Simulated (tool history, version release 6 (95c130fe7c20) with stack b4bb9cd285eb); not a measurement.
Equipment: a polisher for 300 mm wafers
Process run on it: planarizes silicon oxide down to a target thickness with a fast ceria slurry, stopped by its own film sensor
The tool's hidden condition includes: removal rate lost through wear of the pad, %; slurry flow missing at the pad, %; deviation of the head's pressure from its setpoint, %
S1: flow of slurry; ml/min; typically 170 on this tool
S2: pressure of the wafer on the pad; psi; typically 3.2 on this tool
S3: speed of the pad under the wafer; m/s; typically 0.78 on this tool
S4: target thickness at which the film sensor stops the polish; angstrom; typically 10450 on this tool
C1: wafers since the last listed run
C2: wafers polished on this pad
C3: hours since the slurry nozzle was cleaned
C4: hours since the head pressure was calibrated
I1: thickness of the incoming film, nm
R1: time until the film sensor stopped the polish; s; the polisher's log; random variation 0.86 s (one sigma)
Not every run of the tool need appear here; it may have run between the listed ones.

run 1 day=0.000 | S1=170 S2=3.2 S3=0.78 S4=10450 | C1=0 C2=320 C3=335.4 C4=86.2 | I1=1907.8 | R1=60.7
run 2 day=1.400 | S1=170 S2=3.2 S3=0.78 S4=10450 | C1=215 C2=536 C3=369.0 C4=119.8 | I1=1878.1 | R1=58.9
run 3 day=2.108 | S1=170 S2=2.5 S3=0.78 S4=10450 | C1=109 C2=645 C3=386.0 C4=136.8 | I1=1908.9 | R1=73.0
run 4 day=2.621 | S1=125 S2=3.2 S3=0.78 S4=10450 | C1=79 C2=724 C3=398.3 C4=149.1 | I1=1886.2 | R1=64.4
run 5 day=3.454 | S1=170 S2=3.2 S3=0.78 S4=10450 | C1=128 C2=852 C3=418.3 C4=169.1 | I1=1907.2 | R1=64.2
run 6 day=4.521 | S1=170 S2=3.2 S3=0.78 S4=10450 | C1=164 C2=1017 C3=443.9 C4=194.7 | I1=1888.4 | R1=62.4
-- day=5.100 slurry nozzle cleaned
-- day=5.650 worn pad replaced by a new one
run 7 day=5.671 | S1=170 S2=3.2 S3=0.78 S4=10450 | C1=145 C2=3 C3=13.7 C4=222.3 | I1=1913.2 | R1=60.0
run 8 day=6.750 | S1=155 S2=3.2 S3=0.78 S4=9030 | C1=166 C2=169 C3=39.6 C4=248.2 | I1=1908.2 | R1=70.5
run 9 day=7.629 | S1=155 S2=3.2 S3=0.78 S4=9030 | C1=135 C2=305 C3=60.7 C4=269.3 | I1=1912.5 | R1=71.3
run 10 day=8.912 | S1=190 S2=3.2 S3=0.58 S4=10450 | C1=197 C2=503 C3=91.5 C4=300.1 | I1=1892.9 | R1=80.6
run 11 day=10.300 | S1=170 S2=3.2 S3=0.78 S4=12270 | C1=214 C2=717 C3=124.8 C4=333.4 | I1=1883.9 | R1=46.3
run 12 day=11.721 | S1=170 S2=3.2 S3=0.78 S4=12270 | C1=219 C2=936 C3=158.9 C4=367.5 | I1=1862.2 | R1=46.0
run 13 day=12.904 | S1=170 S2=3.2 S3=0.78 S4=10450 | C1=182 C2=1118 C3=187.3 C4=395.9 | I1=1930.5 | R1=64.7
run 14 day=13.583 | S1=170 S2=3.2 S3=0.78 S4=10450 | C1=104 C2=1223 C3=203.6 C4=412.2 | I1=1867.7 | R1=61.0
-- day=13.812 worn pad replaced by a new one
run 15 day=14.833 | S1=170 S2=3.2 S3=0.78 S4=10450 | C1=167 C2=157 C3=233.6 C4=442.2 | I1=1888.8 | R1=58.3
run 16 day=15.808 | S1=170 S2=3.2 S3=0.66 S4=12160 | C1=150 C2=307 C3=257.0 C4=465.6 | I1=1860.2 | R1=53.2
run 17 day=16.942 | S1=170 S2=3.2 S3=0.78 S4=10450 | C1=174 C2=482 C3=284.2 C4=492.8 | I1=1869.2 | R1=58.3
run 18 day=17.662 | S1=170 S2=3.2 S3=0.78 S4=10450 | C1=111 C2=593 C3=301.5 C4=510.1 | I1=1885.5 | R1=58.6
run 19 day=18.800 | S1=170 S2=3.2 S3=0.78 S4=10450 | C1=175 C2=769 C3=328.8 C4=537.4 | I1=1890.0 | R1=61.4
-- day=19.467 head pressure recalibrated
run 20 day=19.938 | S1=170 S2=3.5 S3=0.78 S4=12690 | C1=162 C2=931 C3=356.1 C4=11.3 | I1=1894.0 | R1=46.1
run 21 day=20.829 | S1=230 S2=2.6 S3=0.78 S4=12510 | C1=137 C2=1069 C3=377.5 C4=32.7 | I1=1901.7 | R1=54.8
-- day=21.346 worn pad replaced by a new one
run 22 day=22.104 | S1=120 S2=3.2 S3=1.04 S4=10450 | C1=170 C2=117 C3=408.1 C4=63.3 | I1=1860.4 | R1=44.2
-- day=22.442 slurry nozzle cleaned
run 23 day=23.538 | S1=170 S2=3.2 S3=0.54 S4=7820 | C1=214 C2=331 C3=26.3 C4=97.7 | I1=1874.3 | R1=113.3
run 24 day=24.362 | S1=170 S2=3.2 S3=0.78 S4=10450 | C1=127 C2=459 C3=46.1 C4=117.5 | I1=1905.3 | R1=61.2
run 25 day=25.875 | S1=205 S2=3.2 S3=0.78 S4=10450 | C1=233 C2=692 C3=82.4 C4=153.8 | I1=1876.0 | R1=57.9
run 26 day=27.250 | S1=125 S2=2.9 S3=0.78 S4=10450 | C1=212 C2=904 C3=115.4 C4=186.8 | I1=1908.3 | R1=71.6
-- day=29.062 worn pad replaced by a new one
run 27 day=31.221 | S1=170 S2=2.9 S3=0.52 S4=10450 | C1=586 C2=332 C3=210.7 C4=282.1 | I1=1885.5 | R1=92.3
run 28 day=31.783 | S1=120 S2=2.8 S3=1.02 S4=9580 | C1=86 C2=419 C3=224.2 C4=295.6 | I1=1871.7 | R1=54.4
run 29 day=32.625 | S1=130 S2=2.3 S3=1.04 S4=12600 | C1=129 C2=549 C3=244.4 C4=315.8 | I1=1898.9 | R1=42.1
run 30 day=33.983 | S1=230 S2=2.5 S3=0.78 S4=10450 | C1=209 C2=758 C3=277.0 C4=348.4 | I1=1898.6 | R1=68.7
run 31 day=35.104 | S1=170 S2=2.3 S3=0.78 S4=10450 | C1=172 C2=931 C3=303.9 C4=375.3 | I1=1888.5 | R1=75.4
run 32 day=36.600 | S1=135 S2=3.8 S3=0.78 S4=12980 | C1=230 C2=1162 C3=339.8 C4=411.2 | I1=1902.6 | R1=40.4
-- day=37.158 worn pad replaced by a new one
run 33 day=37.888 | S1=220 S2=4.2 S3=0.68 S4=7800 | C1=172 C2=112 C3=370.7 C4=442.1 | I1=1860.7 | R1=66.2
-- day=38.638 slurry nozzle cleaned
run 34 day=39.329 | S1=125 S2=2.9 S3=0.78 S4=10450 | C1=215 C2=328 C3=16.6 C4=476.7 | I1=1893.9 | R1=63.7

Predict each of these 5 candidate next runs independently; none follows another, all start after run 34:
run A day=39.346 | S1=170 S2=3.6 S3=0.78 S4=10450 | C1=2 C2=331 C3=17.0 C4=477.1 | I1=1908.3 | R1=?
run B day=39.346 | S1=155 S2=3.2 S3=0.78 S4=10450 | C1=2 C2=331 C3=17.0 C4=477.1 | I1=1908.3 | R1=?
run C day=39.346 | S1=155 S2=2.6 S3=0.78 S4=10450 | C1=2 C2=331 C3=17.0 C4=477.1 | I1=1908.3 | R1=?
run D day=39.346 | S1=130 S2=3.2 S3=0.78 S4=12650 | C1=2 C2=331 C3=17.0 C4=477.1 | I1=1908.3 | R1=?
run E day=39.346 | S1=170 S2=3.2 S3=0.78 S4=8450 | C1=2 C2=331 C3=17.0 C4=477.1 | I1=1908.3 | R1=?

run=A R1=54.3
run=B R1=59.4
run=C R1=67.6
run=D R1=45.4
run=E R1=72.3
Without the tool's unlogged condition, the same runs would have read:
run=A R1=54.8
run=B R1=60.0
run=C R1=68.2
run=D R1=45.8
run=E R1=73.0
